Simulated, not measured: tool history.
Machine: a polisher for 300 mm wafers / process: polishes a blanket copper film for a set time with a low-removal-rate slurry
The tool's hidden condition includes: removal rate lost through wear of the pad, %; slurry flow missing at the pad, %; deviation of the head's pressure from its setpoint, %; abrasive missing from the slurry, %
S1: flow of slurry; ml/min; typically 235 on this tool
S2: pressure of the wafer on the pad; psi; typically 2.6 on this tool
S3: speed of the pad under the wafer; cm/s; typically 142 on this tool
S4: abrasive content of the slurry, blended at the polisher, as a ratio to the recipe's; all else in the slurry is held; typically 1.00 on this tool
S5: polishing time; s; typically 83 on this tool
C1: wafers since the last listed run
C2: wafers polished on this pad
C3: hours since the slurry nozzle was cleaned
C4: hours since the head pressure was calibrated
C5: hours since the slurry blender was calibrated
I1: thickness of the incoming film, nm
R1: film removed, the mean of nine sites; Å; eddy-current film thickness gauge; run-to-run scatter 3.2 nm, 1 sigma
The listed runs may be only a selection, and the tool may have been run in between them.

| run | hour | S1 | S2 | S3 | S4 | S5 | C1 | C2 | C3 | C4 | C5 | I1 | R1 |
|---|---|---|---|---|---|---|---|---|---|---|---|---|---|
| 1 | 0.0 | 235 | 2.6 | 180 | 1.00 | 103 | 0 | 481 | 144.0 | 88.0 | 16.5 | 1507.0 | 4533 |
| 2 | 16.4 | 235 | 2.6 | 180 | 1.00 | 103 | 195 | 677 | 160.4 | 104.4 | 32.9 | 1480.1 | 4473 |
|  | 23.0 | worn pad replaced by a new one |
| 3 | 27.0 | 295 | 2.6 | 142 | 1.00 | 106 | 78 | 47 | 171.0 | 115.0 | 43.5 | 1533.1 | 3930 |
| 4 | 35.6 | 235 | 2.6 | 154 | 1.00 | 83 | 102 | 150 | 179.6 | 123.6 | 52.1 | 1509.6 | 3299 |
| 5 | 79.8 | 235 | 2.6 | 142 | 1.00 | 61 | 525 | 676 | 223.8 | 167.8 | 96.3 | 1513.9 | 2063 |
|  | 92.6 | worn pad replaced by a new one |
| 6 | 93.1 | 235 | 2.6 | 142 | 1.00 | 83 | 110 | 6 | 237.1 | 181.1 | 109.6 | 1516.0 | 3098 |
| 7 | 103.0 | 235 | 2.6 | 142 | 1.00 | 83 | 117 | 124 | 247.0 | 191.0 | 119.5 | 1516.5 | 3014 |
| 8 | 114.3 | 235 | 2.6 | 142 | 1.00 | 83 | 134 | 258 | 258.3 | 202.3 | 130.8 | 1508.9 | 3042 |
| 9 | 121.7 | 235 | 2.6 | 142 | 1.00 | 83 | 88 | 346 | 265.7 | 209.7 | 138.2 | 1500.1 | 2996 |
| 10 | 130.3 | 235 | 2.6 | 142 | 1.00 | 83 | 102 | 448 | 274.3 | 218.3 | 146.8 | 1513.9 | 2923 |
| 11 | 144.6 | 235 | 2.6 | 104 | 1.00 | 83 | 170 | 619 | 288.6 | 232.6 | 161.1 | 1490.5 | 2081 |
| 12 | 157.6 | 235 | 2.6 | 96 | 1.00 | 83 | 154 | 773 | 301.6 | 245.6 | 174.1 | 1495.4 | 1908 |
|  | 168.7 | slurry nozzle cleaned |
|  | 171.8 | worn pad replaced by a new one |
| 13 | 174.0 | 185 | 2.6 | 142 | 1.00 | 83 | 147 | 26 | 5.3 | 262.0 | 190.5 | 1495.8 | 3036 |
| 14 | 183.0 | 235 | 2.8 | 142 | 1.00 | 108 | 107 | 133 | 14.3 | 271.0 | 199.5 | 1510.3 | 4289 |
| 15 | 194.8 | 235 | 2.6 | 142 | 1.00 | 83 | 140 | 274 | 26.1 | 282.8 | 211.3 | 1501.1 | 2959 |
|  | 198.1 | head pressure recalibrated |
| 16 | 206.7 | 235 | 2.2 | 168 | 1.00 | 97 | 117 | 391 | 38.0 | 8.6 | 223.2 | 1504.6 | 3488 |
| 17 | 221.0 | 260 | 3.3 | 142 | 1.20 | 110 | 170 | 562 | 52.3 | 22.9 | 237.5 | 1521.3 | 5147 |
|  | 241.3 | worn pad replaced by a new one, of another model than before |
| 18 | 241.8 | 235 | 2.6 | 142 | 1.00 | 83 | 199 | 6 | 73.1 | 43.7 | 258.3 | 1515.9 | 3134 |
| 19 | 249.1 | 235 | 2.6 | 142 | 1.00 | 83 | 86 | 93 | 80.4 | 51.0 | 265.6 | 1526.7 | 3080 |
|  | 251.4 | slurry blender recalibrated |
| 20 | 266.9 | 235 | 2.6 | 142 | 0.80 | 83 | 187 | 281 | 98.2 | 68.8 | 15.5 | 1508.7 | 2798 |
| 21 | 284.7 | 235 | 2.6 | 142 | 1.00 | 83 | 211 | 492 | 116.0 | 86.6 | 33.3 | 1502.6 | 2935 |
|  | 304.4 | worn pad replaced by a new one |
| 22 | 308.3 | 265 | 2.6 | 142 | 1.00 | 64 | 233 | 46 | 139.6 | 110.2 | 56.9 | 1516.0 | 2399 |
| 23 | 324.5 | 235 | 2.6 | 108 | 1.00 | 83 | 192 | 239 | 155.8 | 126.4 | 73.1 | 1511.5 | 2645 |

Alternative continuations, all from the tool just after run 23; predict every row:
| A | 324.9 | 235 | 2.6 | 98 | 1.00 | 83 | 4 | 244 | 156.2 | 126.8 | 73.5 | 1506.7 | ? |
| B | 324.9 | 235 | 3.0 | 180 | 1.00 | 83 | 4 | 244 | 156.2 | 126.8 | 73.5 | 1506.7 | ? |
| C | 324.9 | 295 | 3.1 | 142 | 1.15 | 90 | 4 | 244 | 156.2 | 126.8 | 73.5 | 1506.7 | ? |
| D | 324.9 | 235 | 2.6 | 180 | 1.00 | 68 | 4 | 244 | 156.2 | 126.8 | 73.5 | 1506.7 | ? |
| E | 324.9 | 235 | 2.6 | 142 | 0.85 | 57 | 4 | 244 | 156.2 | 126.8 | 73.5 | 1506.7 | ? |

| run | R1 |
|---|---|
| A | 2501 |
| B | 3741 |
| C | 3907 |
| D | 2751 |
| E | 1924 |
Take away the tool's hidden state, keep each run's random variation, and the runs would have read:
| run | R1 |
|---|---|
| A | 2615 |
| B | 3911 |
| C | 4084 |
| D | 2876 |
| E | 2011 |
